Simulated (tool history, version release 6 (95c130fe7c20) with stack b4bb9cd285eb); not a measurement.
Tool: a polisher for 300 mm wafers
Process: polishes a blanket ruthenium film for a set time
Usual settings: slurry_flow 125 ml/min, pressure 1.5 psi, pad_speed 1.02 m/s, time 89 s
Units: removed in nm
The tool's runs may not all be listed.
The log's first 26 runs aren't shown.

run	hour	slurry_flow	pressure	pad_speed	time	incoming thickness of the incoming film, nm	removed
27	687.7	125	1.5	1.02	89	343.8	84.1
28	707.4	110	1.5	0.92	89	339.6	73.7
29	720.2	80	1.5	1.02	62	334.5	54.6
# hour 725.4: worn pad replaced by a new one
30	741.9	80	1.5	1.02	98	337.4	86.4
31	768	125	1.5	1.02	89	337.5	82.4
32	796.5	125	1.3	1.16	59	340.2	55.9
33	813.7	125	1.5	0.68	89	336.8	55.9
34	844.1	125	1.5	1.02	89	337.9	83.3
35	903.5	125	1.5	1.02	89	340.1	83.5
36	919.8	125	1.9	1.02	116	335.1	131
# hour 931.5: head pressure recalibrated
37	936.1	125	1.1	1.22	89	347.5	80.1
38	952.9	155	1.2	1.02	89	340	72.4

3 ways to go on from here, each from the tool as it stands after run 38. What would each give?
A	953.4	125	1.5	1.02	89	342.4	?
B	953.4	125	1	0.78	105	342.4	?
C	953.4	155	2	1.02	109	342.4	?

run	removed
A	82.8
B	55.2
C	131.8
Without the tool's hidden state the same runs would have given:
run	removed
A	82.8
B	55.2
C	131.8

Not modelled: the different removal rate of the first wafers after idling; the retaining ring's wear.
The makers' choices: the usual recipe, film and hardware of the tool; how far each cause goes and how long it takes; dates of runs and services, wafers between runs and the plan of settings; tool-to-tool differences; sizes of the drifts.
